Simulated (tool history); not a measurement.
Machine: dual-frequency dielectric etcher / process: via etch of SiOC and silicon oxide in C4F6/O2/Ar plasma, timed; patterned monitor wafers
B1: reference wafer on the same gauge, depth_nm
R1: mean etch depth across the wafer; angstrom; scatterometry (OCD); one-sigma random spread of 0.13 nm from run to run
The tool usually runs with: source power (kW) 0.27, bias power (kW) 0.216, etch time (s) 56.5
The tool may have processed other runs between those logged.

{"run": 1, "hour": 0.0, "source power (kW)": 0.27, "bias power (kW)": 0.176, "etch time (s)": 56.5, "B1": 51.7, "R1": 565}
{"hour": 87.7, "done": "gauge calibrated"}
{"run": 2, "hour": 90.3, "source power (kW)": 0.27, "bias power (kW)": 0.176, "etch time (s)": 56.5, "B1": 51.7, "R1": 567}
{"run": 3, "hour": 173.0, "source power (kW)": 0.27, "bias power (kW)": 0.176, "etch time (s)": 56.5, "B1": 51.7, "R1": 571}
{"hour": 226.5, "done": "wet clean of the chamber"}
{"run": 4, "hour": 227.0, "source power (kW)": 0.27, "bias power (kW)": 0.216, "etch time (s)": 56.5, "B1": 51.7, "R1": 606}
{"run": 5, "hour": 291.7, "source power (kW)": 0.27, "bias power (kW)": 0.216, "etch time (s)": 56.5, "B1": 51.7, "R1": 606}
{"run": 6, "hour": 370.3, "source power (kW)": 0.27, "bias power (kW)": 0.251, "etch time (s)": 48, "B1": 51.7, "R1": 549}
{"run": 7, "hour": 449.3, "source power (kW)": 0.27, "bias power (kW)": 0.251, "etch time (s)": 48, "B1": 51.7, "R1": 549}
{"hour": 511.6, "done": "source power generator calibrated"}
{"hour": 591.6, "done": "bias power generator calibrated"}
{"run": 8, "hour": 622.1, "source power (kW)": 0.27, "bias power (kW)": 0.216, "etch time (s)": 56.5, "B1": 51.7, "R1": 613}
{"hour": 683.6, "done": "wet clean of the chamber"}
{"hour": 706.3, "done": "upper electrode replaced"}
{"run": 9, "hour": 706.8, "source power (kW)": 0.27, "bias power (kW)": 0.216, "etch time (s)": 56.5, "B1": 51.7, "R1": 621}
{"run": 10, "hour": 742.0, "source power (kW)": 0.27, "bias power (kW)": 0.186, "etch time (s)": 50, "B1": 51.7, "R1": 523}
{"run": 11, "hour": 791.0, "source power (kW)": 0.23, "bias power (kW)": 0.216, "etch time (s)": 68, "B1": 51.7, "R1": 707}
{"run": 12, "hour": 892.4, "source power (kW)": 0.27, "bias power (kW)": 0.199, "etch time (s)": 65, "B1": 51.7, "R1": 701}
{"hour": 920.5, "done": "wet clean of the chamber, repeated, since the last time left the tool worse"}
{"run": 13, "hour": 963.3, "source power (kW)": 0.3, "bias power (kW)": 0.25, "etch time (s)": 68.5, "B1": 51.6, "R1": 811}
{"run": 14, "hour": 1051.2, "source power (kW)": 0.21, "bias power (kW)": 0.181, "etch time (s)": 48.5, "B1": 51.7, "R1": 444}
{"run": 15, "hour": 1153.0, "source power (kW)": 0.27, "bias power (kW)": 0.216, "etch time (s)": 56.5, "B1": 51.7, "R1": 611}
{"hour": 1160.7, "done": "gauge calibrated"}
{"run": 16, "hour": 1213.2, "source power (kW)": 0.27, "bias power (kW)": 0.216, "etch time (s)": 56.5, "B1": 51.7, "R1": 614}
{"run": 17, "hour": 1369.9, "source power (kW)": 0.27, "bias power (kW)": 0.251, "etch time (s)": 48, "B1": 51.7, "R1": 554}
{"hour": 1473.3, "done": "wet clean of the chamber"}
{"run": 18, "hour": 1576.1, "source power (kW)": 0.31, "bias power (kW)": 0.252, "etch time (s)": 47, "B1": 51.7, "R1": 565}
{"run": 19, "hour": 1629.3, "source power (kW)": 0.27, "bias power (kW)": 0.216, "etch time (s)": 50, "B1": 51.6, "R1": 540}

5 ways to go on from here, each from the tool as it stands after run 19. What would each give?
{"run": "A", "hour": 1629.7, "source power (kW)": 0.27, "bias power (kW)": 0.216, "etch time (s)": 56.5, "B1": "?", "R1": "?"}
{"run": "B", "hour": 1629.7, "source power (kW)": 0.27, "bias power (kW)": 0.188, "etch time (s)": 56.5, "B1": "?", "R1": "?"}
{"run": "C", "hour": 1629.7, "source power (kW)": 0.24, "bias power (kW)": 0.198, "etch time (s)": 56.5, "B1": "?", "R1": "?"}
{"run": "D", "hour": 1629.7, "source power (kW)": 0.22, "bias power (kW)": 0.257, "etch time (s)": 56.5, "B1": "?", "R1": "?"}
{"run": "E", "hour": 1629.7, "source power (kW)": 0.27, "bias power (kW)": 0.24, "etch time (s)": 68, "B1": "?", "R1": "?"}

run=A B1=51.7 R1=607
run=B B1=51.7 R1=576
run=C B1=51.7 R1=562
run=D B1=51.7 R1=600
run=E B1=51.7 R1=760
With no hidden state in the tool, these same runs would have given:
run=A R1=604
run=B R1=573
run=C R1=559
run=D R1=597
run=E R1=756

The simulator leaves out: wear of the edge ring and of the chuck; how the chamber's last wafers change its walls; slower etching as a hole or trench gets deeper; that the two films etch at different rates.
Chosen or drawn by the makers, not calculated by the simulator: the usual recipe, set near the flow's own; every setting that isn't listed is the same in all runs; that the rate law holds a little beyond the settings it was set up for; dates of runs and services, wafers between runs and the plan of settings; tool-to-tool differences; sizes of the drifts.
